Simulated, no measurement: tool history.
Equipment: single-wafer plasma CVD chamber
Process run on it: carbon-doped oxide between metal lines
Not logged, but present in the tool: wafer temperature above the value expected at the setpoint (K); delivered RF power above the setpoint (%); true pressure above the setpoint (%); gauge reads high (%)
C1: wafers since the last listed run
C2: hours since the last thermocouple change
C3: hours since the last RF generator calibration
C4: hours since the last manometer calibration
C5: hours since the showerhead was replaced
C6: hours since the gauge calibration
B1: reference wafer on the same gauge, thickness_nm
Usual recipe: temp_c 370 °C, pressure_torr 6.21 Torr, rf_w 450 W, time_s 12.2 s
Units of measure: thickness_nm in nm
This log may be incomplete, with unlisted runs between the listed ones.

Run 1, day 0: usual settings but rf_w 420 W; C1 0; C2 1569.6; C3 1851.7; C4 1134.7; C5 7983.2; C6 72.2; B1 56.391. Result: thickness_nm 49.723 nm.
Run 2, day 0.612: usual settings but rf_w 420 W; C1 417; C2 1584.3; C3 1866.4; C4 1149.4; C5 7997.9; C6 86.9; B1 56.419. Result: thickness_nm 49.844 nm.
Run 3, day 1.071: usual settings but rf_w 420 W; C1 312; C2 1595.3; C3 1877.4; C4 1160.4; C5 8008.9; C6 97.9; B1 56.434. Result: thickness_nm 49.964 nm.
Run 4, day 1.446: usual settings; C1 255; C2 1604.3; C3 1886.4; C4 1169.4; C5 8017.9; C6 106.9; B1 56.414. Result: thickness_nm 52.928 nm.
Run 5, day 1.85: usual settings; C1 275; C2 1614; C3 1896.1; C4 1179.1; C5 8027.6; C6 116.6; B1 56.374. Result: thickness_nm 52.673 nm.
Run 6, day 2.512: usual settings; C1 451; C2 1629.9; C3 1912; C4 1195; C5 8043.5; C6 132.5; B1 56.412. Result: thickness_nm 52.831 nm.
Run 7, day 2.8: usual settings; C1 195; C2 1636.8; C3 1918.9; C4 1201.9; C5 8050.4; C6 139.4; B1 56.408. Result: thickness_nm 52.755 nm.
Run 8, day 3.529: usual settings; C1 496; C2 1654.3; C3 1936.4; C4 1219.4; C5 8067.9; C6 156.9; B1 56.407. Result: thickness_nm 52.695 nm.
Run 9, day 4.142: usual settings; C1 417; C2 1669; C3 1951.1; C4 1234.1; C5 8082.6; C6 171.6; B1 56.359. Result: thickness_nm 52.69 nm.
Run 10, day 4.433: usual settings; C1 198; C2 1676; C3 1958.1; C4 1241.1; C5 8089.6; C6 178.6; B1 56.387. Result: thickness_nm 52.676 nm.
Run 11, day 4.925: usual settings; C1 334; C2 1687.8; C3 1969.9; C4 1252.9; C5 8101.4; C6 190.4; B1 56.37. Result: thickness_nm 52.567 nm.
Run 12, day 5.446: usual settings but temp_c 364 °C, rf_w 535 W, time_s 13.1 s; C1 354; C2 1700.3; C3 1982.4; C4 1265.4; C5 8113.9; C6 202.9; B1 56.418. Result: thickness_nm 65.05 nm.
At day 6.779: showerhead replaced.
Run 13, day 6.8: usual settings but temp_c 364 °C, time_s 13.4 s; C1 695; C2 1732.8; C3 2014.9; C4 1297.9; C5 0.5; C6 235.4; B1 56.45. Result: thickness_nm 58.018 nm.
Run 14, day 7.154: usual settings; C1 241; C2 1741.3; C3 2023.4; C4 1306.4; C5 9; C6 243.9; B1 56.367. Result: thickness_nm 52.588 nm.
At day 7.346: gauge calibrated.
Run 15, day 7.55: usual settings; C1 269; C2 1750.8; C3 2032.9; C4 1315.9; C5 18.5; C6 4.9; B1 56.388. Result: thickness_nm 52.561 nm.
At day 7.958: thermocouple changed; heater temperature recalibrated.
At day 8.417: RF generator calibrated.
Run 16, day 8.438: usual settings but pressure_torr 6.65 Torr, rf_w 505 W; C1 150; C2 11.5; C3 0.5; C4 1337.2; C5 39.8; C6 26.2; B1 56.443. Result: thickness_nm 60.231 nm.
Run 17, day 8.45: usual settings but temp_c 374 °C, rf_w 395 W, time_s 11.5 s; C1 8; C2 11.8; C3 0.8; C4 1337.5; C5 40.1; C6 26.5; B1 56.4. Result: thickness_nm 45.971 nm.
Run 18, day 8.95: usual settings but pressure_torr 6.64 Torr, rf_w 400 W; C1 340; C2 23.8; C3 12.8; C4 1349.5; C5 52.1; C6 38.5; B1 56.373. Result: thickness_nm 50.16 nm.
Run 19, day 9.392: usual settings; C1 300; C2 34.4; C3 23.4; C4 1360.1; C5 62.7; C6 49.1; B1 56.417. Result: thickness_nm 54.856 nm.
At day 10.192: capacitance manometer re-zeroed and calibrated.
Run 20, day 10.212: usual settings; C1 332; C2 54.1; C3 43.1; C4 0.5; C5 82.4; C6 68.8; B1 56.369. Result: thickness_nm 54.959 nm.
Run 21, day 10.454: usual settings but pressure_torr 4.73 Torr; C1 164; C2 59.9; C3 48.9; C4 6.3; C5 88.2; C6 74.6; B1 56.426. Result: thickness_nm 53.256 nm.
Run 22, day 10.954: usual settings but pressure_torr 6.75 Torr, rf_w 495 W; C1 340; C2 71.9; C3 60.9; C4 18.3; C5 100.2; C6 86.6; B1 56.439. Result: thickness_nm 59.328 nm.
Run 23, day 11.342: usual settings but rf_w 490 W, time_s 10.4 s; C1 264; C2 81.2; C3 70.2; C4 27.6; C5 109.5; C6 95.9; B1 56.382. Result: thickness_nm 49.881 nm.
Run 24, day 11.725: usual settings but temp_c 385 °C, rf_w 375 W; C1 261; C2 90.4; C3 79.4; C4 36.8; C5 118.7; C6 105.1; B1 56.407. Result: thickness_nm 45.739 nm.
Run 25, day 12.104: usual settings but pressure_torr 7 Torr, time_s 11.5 s; C1 258; C2 99.5; C3 88.5; C4 45.9; C5 127.8; C6 114.2; B1 56.461. Result: thickness_nm 52.223 nm.
Run 26, day 12.371: usual settings but time_s 10.1 s; C1 181; C2 105.9; C3 94.9; C4 52.3; C5 134.2; C6 120.6; B1 56.335. Result: thickness_nm 45.807 nm.
Run 27, day 13.083: usual settings; C1 485; C2 123; C3 112; C4 69.4; C5 151.3; C6 137.7; B1 56.389. Result: thickness_nm 54.876 nm.

Run 28 comes next. What will it give?
Run 28, day 13.704: usual settings but pressure_torr 5.07 Torr, rf_w 420 W; C1 423; C2 137.9; C3 126.9; C4 84.3; C5 166.2; C6 152.6; B1 ?. Result: thickness_nm ?.

Run 28 measured B1 56.422, thickness_nm 50.925 nm.
On a tool with no hidden condition, and with the same random variation, this run would have come out at thickness_nm 51.535 nm.
